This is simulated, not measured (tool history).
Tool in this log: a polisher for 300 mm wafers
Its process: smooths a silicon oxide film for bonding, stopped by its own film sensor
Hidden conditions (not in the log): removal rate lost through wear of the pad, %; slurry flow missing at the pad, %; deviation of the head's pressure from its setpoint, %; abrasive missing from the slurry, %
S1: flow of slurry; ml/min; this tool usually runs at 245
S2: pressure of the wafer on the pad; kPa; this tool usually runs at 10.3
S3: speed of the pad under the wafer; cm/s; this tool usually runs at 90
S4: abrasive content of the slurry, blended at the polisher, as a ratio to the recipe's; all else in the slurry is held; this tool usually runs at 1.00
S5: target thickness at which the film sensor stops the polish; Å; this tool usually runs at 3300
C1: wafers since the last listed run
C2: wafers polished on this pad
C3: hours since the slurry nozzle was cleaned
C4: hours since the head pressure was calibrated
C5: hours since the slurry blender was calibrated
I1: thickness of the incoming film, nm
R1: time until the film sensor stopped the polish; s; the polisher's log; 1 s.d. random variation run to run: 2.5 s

{"run": 1, "day": 0.0, "S1": 245, "S2": 10.3, "S3": 90, "S4": 1.0, "S5": 3300, "C1": 0, "C2": 693, "C3": 638.2, "C4": 895.0, "C5": 95.4, "I1": 382.3, "R1": 132.3}
{"run": 2, "day": 0.633, "S1": 245, "S2": 10.3, "S3": 90, "S4": 0.85, "S5": 3300, "C1": 128, "C2": 821, "C3": 653.4, "C4": 910.2, "C5": 110.6, "I1": 392.9, "R1": 164.4}
{"day": 1.1, "done": "slurry blender recalibrated"}
{"run": 3, "day": 1.225, "S1": 245, "S2": 10.3, "S3": 90, "S4": 0.85, "S5": 3300, "C1": 102, "C2": 924, "C3": 667.6, "C4": 924.4, "C5": 3.0, "I1": 384.7, "R1": 148.7}
{"day": 1.475, "done": "worn pad replaced by a new one"}
{"run": 4, "day": 1.746, "S1": 245, "S2": 10.3, "S3": 90, "S4": 0.85, "S5": 3300, "C1": 71, "C2": 54, "C3": 680.1, "C4": 936.9, "C5": 15.5, "I1": 389.7, "R1": 155.0}
{"run": 5, "day": 2.346, "S1": 245, "S2": 10.3, "S3": 90, "S4": 1.0, "S5": 3300, "C1": 121, "C2": 176, "C3": 694.5, "C4": 951.3, "C5": 29.9, "I1": 396.0, "R1": 157.7}
{"run": 6, "day": 2.938, "S1": 245, "S2": 10.3, "S3": 90, "S4": 1.0, "S5": 3300, "C1": 119, "C2": 296, "C3": 708.7, "C4": 965.5, "C5": 44.1, "I1": 393.5, "R1": 154.0}
{"run": 7, "day": 3.521, "S1": 245, "S2": 10.3, "S3": 90, "S4": 1.0, "S5": 3300, "C1": 118, "C2": 414, "C3": 722.7, "C4": 979.5, "C5": 58.1, "I1": 385.0, "R1": 134.6}
{"run": 8, "day": 4.221, "S1": 245, "S2": 10.3, "S3": 90, "S4": 1.0, "S5": 3300, "C1": 141, "C2": 556, "C3": 739.5, "C4": 996.3, "C5": 74.9, "I1": 391.3, "R1": 149.6}
{"run": 9, "day": 4.779, "S1": 245, "S2": 10.3, "S3": 90, "S4": 1.0, "S5": 3300, "C1": 113, "C2": 669, "C3": 752.9, "C4": 1009.7, "C5": 88.3, "I1": 393.2, "R1": 159.5}
{"run": 10, "day": 5.317, "S1": 295, "S2": 10.3, "S3": 70, "S4": 1.0, "S5": 3300, "C1": 108, "C2": 778, "C3": 765.8, "C4": 1022.6, "C5": 101.2, "I1": 392.9, "R1": 184.5}
{"run": 11, "day": 6.008, "S1": 310, "S2": 11.7, "S3": 90, "S4": 1.0, "S5": 3300, "C1": 140, "C2": 918, "C3": 782.4, "C4": 1039.2, "C5": 117.8, "I1": 388.8, "R1": 129.0}
{"day": 6.217, "done": "slurry blender recalibrated"}
{"day": 6.433, "done": "worn pad replaced by a new one"}
{"day": 6.492, "done": "slurry nozzle cleaned"}
{"run": 12, "day": 6.512, "S1": 245, "S2": 10.3, "S3": 90, "S4": 0.8, "S5": 3300, "C1": 43, "C2": 7, "C3": 0.5, "C4": 1051.3, "C5": 7.1, "I1": 387.8, "R1": 168.9}
{"run": 13, "day": 6.929, "S1": 245, "S2": 10.3, "S3": 82, "S4": 1.0, "S5": 3300, "C1": 84, "C2": 91, "C3": 10.5, "C4": 1061.3, "C5": 17.1, "I1": 389.3, "R1": 171.6}
{"run": 14, "day": 7.596, "S1": 245, "S2": 10.3, "S3": 90, "S4": 1.0, "S5": 3300, "C1": 135, "C2": 226, "C3": 26.5, "C4": 1077.3, "C5": 33.1, "I1": 393.0, "R1": 167.8}
{"run": 15, "day": 8.321, "S1": 245, "S2": 7.6, "S3": 60, "S4": 1.0, "S5": 3500, "C1": 146, "C2": 373, "C3": 43.9, "C4": 1094.7, "C5": 50.5, "I1": 389.4, "R1": 198.3}
{"run": 16, "day": 8.783, "S1": 245, "S2": 10.3, "S3": 90, "S4": 0.85, "S5": 3300, "C1": 93, "C2": 467, "C3": 55.0, "C4": 1105.8, "C5": 61.6, "I1": 384.0, "R1": 156.2}
{"run": 17, "day": 9.533, "S1": 245, "S2": 10.3, "S3": 108, "S4": 1.0, "S5": 3300, "C1": 151, "C2": 619, "C3": 73.0, "C4": 1123.8, "C5": 79.6, "I1": 387.4, "R1": 140.9}
{"run": 18, "day": 10.246, "S1": 245, "S2": 10.3, "S3": 90, "S4": 1.0, "S5": 3300, "C1": 144, "C2": 763, "C3": 90.1, "C4": 1140.9, "C5": 96.7, "I1": 383.1, "R1": 151.0}
{"day": 10.429, "done": "worn pad replaced by a new one, repeated, since the last time left the tool worse"}
{"day": 10.733, "done": "slurry blender recalibrated"}
{"run": 19, "day": 10.917, "S1": 310, "S2": 10.3, "S3": 90, "S4": 1.0, "S5": 3300, "C1": 85, "C2": 81, "C3": 106.2, "C4": 1157.0, "C5": 4.4, "I1": 389.4, "R1": 143.5}
{"run": 20, "day": 11.2, "S1": 245, "S2": 10.3, "S3": 90, "S4": 0.85, "S5": 3300, "C1": 57, "C2": 138, "C3": 113.0, "C4": 1163.8, "C5": 11.2, "I1": 389.8, "R1": 153.5}
{"run": 21, "day": 11.838, "S1": 245, "S2": 11.7, "S3": 78, "S4": 1.1, "S5": 3480, "C1": 129, "C2": 268, "C3": 128.3, "C4": 1179.1, "C5": 26.5, "I1": 392.6, "R1": 103.3}
{"run": 22, "day": 12.483, "S1": 245, "S2": 10.3, "S3": 90, "S4": 1.0, "S5": 3300, "C1": 130, "C2": 398, "C3": 143.8, "C4": 1194.6, "C5": 42.0, "I1": 384.7, "R1": 133.7}
{"day": 12.725, "done": "head pressure recalibrated"}
{"run": 23, "day": 13.208, "S1": 245, "S2": 11.7, "S3": 90, "S4": 1.0, "S5": 3120, "C1": 129, "C2": 528, "C3": 161.2, "C4": 11.6, "C5": 59.4, "I1": 386.4, "R1": 166.0}
{"run": 24, "day": 13.879, "S1": 315, "S2": 10.3, "S3": 90, "S4": 0.8, "S5": 3300, "C1": 135, "C2": 664, "C3": 177.3, "C4": 27.7, "C5": 75.5, "I1": 389.9, "R1": 155.7}
{"run": 25, "day": 14.417, "S1": 245, "S2": 8.3, "S3": 108, "S4": 1.0, "S5": 3430, "C1": 108, "C2": 773, "C3": 190.2, "C4": 40.6, "C5": 88.4, "I1": 383.7, "R1": 105.2}
{"day": 14.621, "done": "worn pad replaced by a new one"}
{"run": 26, "day": 15.117, "S1": 285, "S2": 10.3, "S3": 90, "S4": 0.9, "S5": 3450, "C1": 108, "C2": 100, "C3": 207.0, "C4": 57.4, "C5": 105.2, "I1": 389.5, "R1": 109.1}
{"run": 27, "day": 15.438, "S1": 245, "S2": 10.3, "S3": 90, "S4": 0.75, "S5": 3300, "C1": 64, "C2": 165, "C3": 214.7, "C4": 65.1, "C5": 112.9, "I1": 388.9, "R1": 154.1}
{"run": 28, "day": 15.9, "S1": 245, "S2": 10.3, "S3": 90, "S4": 1.0, "S5": 3300, "C1": 93, "C2": 259, "C3": 225.8, "C4": 76.2, "C5": 124.0, "I1": 390.2, "R1": 144.7}
{"day": 16.175, "done": "slurry blender recalibrated"}
{"run": 29, "day": 16.588, "S1": 245, "S2": 10.3, "S3": 66, "S4": 1.0, "S5": 3410, "C1": 122, "C2": 381, "C3": 242.3, "C4": 92.7, "C5": 9.9, "I1": 391.7, "R1": 150.8}

Predict each of these 5 candidate next runs independently; none follows another, all start after run 29:
{"run": "A", "day": 16.608, "S1": 245, "S2": 10.3, "S3": 90, "S4": 1.0, "S5": 3300, "C1": 4, "C2": 386, "C3": 242.8, "C4": 93.2, "C5": 10.4, "I1": 386.3, "R1": "?"}
{"run": "B", "day": 16.608, "S1": 180, "S2": 10.3, "S3": 118, "S4": 0.7, "S5": 3450, "C1": 4, "C2": 386, "C3": 242.8, "C4": 93.2, "C5": 10.4, "I1": 386.3, "R1": "?"}
{"run": "C", "day": 16.608, "S1": 245, "S2": 13.1, "S3": 90, "S4": 1.0, "S5": 3300, "C1": 4, "C2": 386, "C3": 242.8, "C4": 93.2, "C5": 10.4, "I1": 386.3, "R1": "?"}
{"run": "D", "day": 16.608, "S1": 210, "S2": 10.3, "S3": 104, "S4": 1.0, "S5": 3460, "C1": 4, "C2": 386, "C3": 242.8, "C4": 93.2, "C5": 10.4, "I1": 386.3, "R1": "?"}
{"run": "E", "day": 16.608, "S1": 280, "S2": 10.3, "S3": 90, "S4": 1.0, "S5": 3300, "C1": 4, "C2": 386, "C3": 242.8, "C4": 93.2, "C5": 10.4, "I1": 386.3, "R1": "?"}

run=A R1=138.3
run=B R1=97.3
run=C R1=111.7
run=D R1=89.2
run=E R1=137.1
Stripped of hidden state, with their random variation kept, the same runs would have yielded:
run=A R1=134.7
run=B R1=94.8
run=C R1=108.8
run=D R1=86.8
run=E R1=133.5
